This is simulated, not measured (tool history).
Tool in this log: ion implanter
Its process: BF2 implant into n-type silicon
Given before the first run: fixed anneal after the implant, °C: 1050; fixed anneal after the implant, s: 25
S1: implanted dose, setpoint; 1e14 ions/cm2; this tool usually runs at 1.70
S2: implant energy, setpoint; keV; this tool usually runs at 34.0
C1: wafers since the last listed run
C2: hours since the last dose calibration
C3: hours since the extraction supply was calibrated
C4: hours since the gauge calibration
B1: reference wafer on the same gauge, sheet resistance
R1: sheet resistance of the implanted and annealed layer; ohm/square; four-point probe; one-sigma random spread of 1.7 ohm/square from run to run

run,hour,S1,S2,C1,C2,C3,C4,B1,R1
1,0.0,1.70,34.0,0,514.0,2824.3,1071.6,596.23,608.76
# hour 5.5: gauge calibrated
2,57.0,1.70,34.0,795,571.0,2881.3,51.5,596.87,611.26
# hour 118.9: Faraday cup replaced and dose calibrated
3,119.4,1.70,34.0,759,0.5,2943.7,113.9,597.26,611.19
4,175.6,1.70,34.0,784,56.7,2999.9,170.1,597.34,607.62
5,365.6,1.70,34.0,2652,246.7,3189.9,360.1,597.41,607.60
6,405.0,1.70,34.0,550,286.1,3229.3,399.5,596.45,611.14
7,527.3,1.70,34.0,1707,408.4,3351.6,521.8,596.34,610.34
8,598.7,1.47,34.0,996,479.8,3423.0,593.2,596.24,692.47
9,663.5,1.47,34.0,904,544.6,3487.8,658.0,596.99,690.88
10,693.8,1.47,34.0,423,574.9,3518.1,688.3,596.98,686.57
11,725.5,1.32,34.0,442,606.6,3549.8,720.0,597.47,751.67
12,790.4,1.97,26.5,906,671.5,3614.7,784.9,596.92,553.31
# hour 808.8: Faraday cup replaced and dose calibrated
13,849.2,1.97,26.5,709,40.4,3673.5,843.7,596.18,551.20
14,875.2,1.43,30.5,362,66.4,3699.5,869.7,596.51,712.72

Run 15 comes next. What will it give?
15,910.6,1.70,45.5,494,101.8,3734.9,905.1,?,?

For run 15 the tool returned B1 597.09, R1 590.79 ohm/square.
With no hidden state in the tool, this same run would have given R1 590.79 ohm/square.
